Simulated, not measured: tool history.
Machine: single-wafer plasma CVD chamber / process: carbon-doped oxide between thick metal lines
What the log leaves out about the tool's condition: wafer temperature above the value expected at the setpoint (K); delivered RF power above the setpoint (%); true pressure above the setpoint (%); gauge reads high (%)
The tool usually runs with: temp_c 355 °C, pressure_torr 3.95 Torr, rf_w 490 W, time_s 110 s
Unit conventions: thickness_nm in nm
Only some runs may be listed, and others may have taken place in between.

run,hour,temp_c,pressure_torr,rf_w,time_s,wafers since the last listed run,hours since the last thermocouple change,hours since the last RF generator calibration,hours since the last manometer calibration,hours since the showerhead was replaced,hours since the gauge calibration,"read-back reference wafer on the same gauge, thickness_nm",thickness_nm
1,0.0,355,3.95,490,110,0,304.4,680.0,789.0,4363.6,708.0,431.243,522.566
2,63.6,355,3.95,490,110,913,368.0,743.6,852.6,4427.2,771.6,430.950,518.368
3,90.1,355,3.95,490,110,380,394.5,770.1,879.1,4453.7,798.1,430.794,520.856
4,127.7,355,3.95,490,110,539,432.1,807.7,916.7,4491.3,835.7,430.895,520.771
5,172.1,355,3.95,490,110,637,476.5,852.1,961.1,4535.7,880.1,430.568,521.889
6,205.4,355,3.95,490,110,478,509.8,885.4,994.4,4569.0,913.4,430.793,520.525
7,273.4,355,3.95,490,110,976,577.8,953.4,1062.4,4637.0,981.4,431.074,521.073
8,338.2,351,3.95,490,110,930,642.6,1018.2,1127.2,4701.8,1046.2,430.854,526.119
# hour 353.2: gauge calibrated
# hour 373.9: showerhead replaced
9,402.6,351,3.95,490,110,809,707.0,1082.6,1191.6,28.7,49.4,431.350,524.830
10,462.8,351,3.95,490,110,864,767.2,1142.8,1251.8,88.9,109.6,430.984,525.887
11,491.1,355,3.95,490,110,406,795.5,1171.1,1280.1,117.2,137.9,431.365,520.240
# hour 501.5: thermocouple changed; heater temperature recalibrated
# hour 524.2: capacitance manometer re-zeroed and calibrated
12,553.5,355,4.22,490,117,666,52.0,1233.5,29.3,179.6,200.3,431.277,552.246
13,614.0,365,4.67,580,124,868,112.5,1294.0,89.8,240.1,260.8,431.436,651.369
# hour 663.5: RF generator calibrated
14,685.6,355,3.95,490,110,913,184.1,22.1,161.4,311.7,332.4,431.230,526.336
15,733.5,350,4.83,565,110,687,232.0,70.0,209.3,359.6,380.3,431.231,597.389
16,793.4,367,3.95,460,110,860,291.9,129.9,269.2,419.5,440.2,431.146,490.668
17,827.3,367,4.81,490,124,486,325.8,163.8,303.1,453.4,474.1,431.019,588.722
18,898.1,355,3.95,550,110,1016,396.6,234.6,373.9,524.2,544.9,430.997,570.663
19,936.2,344,4.91,515,132,547,434.7,272.7,412.0,562.3,583.0,431.271,685.951
20,973.8,363,4.92,570,130,539,472.3,310.3,449.6,599.9,620.6,430.751,693.931
21,1035.4,355,3.95,490,110,884,533.9,371.9,511.2,661.5,682.2,431.101,528.358
22,1092.8,355,3.95,490,110,824,591.3,429.3,568.6,718.9,739.6,431.641,525.726
23,1159.1,355,3.95,490,110,951,657.6,495.6,634.9,785.2,805.9,431.060,527.508

Hidden state, per run?
true pressure above the setpoint (%): 0 on each run
gauge reads high (%): 0 on each run
H1: wafer temperature above the value expected at the setpoint (K)
H2: delivered RF power above the setpoint (%)
run,H1,H2
1,-2.13,-1.64
2,-2.54,-1.79
3,-2.71,-1.85
4,-2.95,-1.93
5,-3.24,-2.03
6,-3.45,-2.11
7,-3.89,-2.26
8,-4.31,-2.41
9,-4.73,-2.56
10,-5.12,-2.69
11,-5.3,-2.76
12,-0.856,-2.9
13,-1.25,-3.03
14,-1.71,-0.109
15,-2.02,-0.217
16,-2.41,-0.353
17,-2.62,-0.43
18,-3.08,-0.59
19,-3.33,-0.676
20,-3.57,-0.761
21,-3.97,-0.901
22,-4.34,-1.03
23,-4.77,-1.18
